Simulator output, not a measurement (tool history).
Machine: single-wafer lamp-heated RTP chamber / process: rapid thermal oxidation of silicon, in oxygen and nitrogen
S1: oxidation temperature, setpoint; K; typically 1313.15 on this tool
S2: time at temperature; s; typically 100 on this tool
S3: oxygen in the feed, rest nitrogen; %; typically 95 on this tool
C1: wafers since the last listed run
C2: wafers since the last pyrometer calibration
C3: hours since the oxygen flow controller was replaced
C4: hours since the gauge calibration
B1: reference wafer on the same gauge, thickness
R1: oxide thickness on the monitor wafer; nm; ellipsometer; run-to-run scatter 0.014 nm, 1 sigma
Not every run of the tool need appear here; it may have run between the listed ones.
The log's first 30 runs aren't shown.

{"run": 31, "hour": 392.3, "S1": 1295.15, "S2": 70, "S3": 98, "C1": 77, "C2": 1152, "C3": 174.2, "C4": 186.8, "B1": 9.496, "R1": 7.26}
{"run": 32, "hour": 410.0, "S1": 1302.15, "S2": 149, "S3": 95, "C1": 127, "C2": 1279, "C3": 191.9, "C4": 204.5, "B1": 9.495, "R1": 10.652}
{"run": 33, "hour": 445.3, "S1": 1313.15, "S2": 100, "S3": 95, "C1": 254, "C2": 1534, "C3": 227.2, "C4": 239.8, "B1": 9.499, "R1": 9.604}
{"run": 34, "hour": 457.2, "S1": 1297.15, "S2": 130, "S3": 81, "C1": 85, "C2": 1620, "C3": 239.1, "C4": 251.7, "B1": 9.496, "R1": 9.145}
{"run": 35, "hour": 469.2, "S1": 1313.15, "S2": 100, "S3": 95, "C1": 86, "C2": 1706, "C3": 251.1, "C4": 263.7, "B1": 9.508, "R1": 9.609}
{"run": 36, "hour": 479.4, "S1": 1292.15, "S2": 76, "S3": 82, "C1": 73, "C2": 1780, "C3": 261.3, "C4": 273.9, "B1": 9.503, "R1": 6.916}
{"run": 37, "hour": 493.3, "S1": 1313.15, "S2": 52, "S3": 95, "C1": 100, "C2": 1880, "C3": 275.2, "C4": 287.8, "B1": 9.495, "R1": 7.14}
{"run": 38, "hour": 510.0, "S1": 1313.15, "S2": 100, "S3": 95, "C1": 120, "C2": 2000, "C3": 291.9, "C4": 304.5, "B1": 9.5, "R1": 9.563}
{"run": 39, "hour": 518.8, "S1": 1313.15, "S2": 100, "S3": 95, "C1": 63, "C2": 2063, "C3": 300.7, "C4": 313.3, "B1": 9.499, "R1": 9.585}

Here are 3 independent what-if runs from the current tool condition. What would each one return?
{"run": "A", "hour": 519.2, "S1": 1313.15, "S2": 100, "S3": 95, "C1": 2, "C2": 2066, "C3": 301.1, "C4": 313.7, "B1": "?", "R1": "?"}
{"run": "B", "hour": 519.2, "S1": 1342.15, "S2": 83, "S3": 86, "C1": 2, "C2": 2066, "C3": 301.1, "C4": 313.7, "B1": "?", "R1": "?"}
{"run": "C", "hour": 519.2, "S1": 1288.15, "S2": 129, "S3": 95, "C1": 2, "C2": 2066, "C3": 301.1, "C4": 313.7, "B1": "?", "R1": "?"}

run=A B1=9.505 R1=9.597
run=B B1=9.505 R1=10.365
run=C B1=9.505 R1=9.023
With the hidden condition removed and each run's random variation left untouched, the same runs would have given:
run=A R1=9.547
run=B R1=10.314
run=C R1=8.974
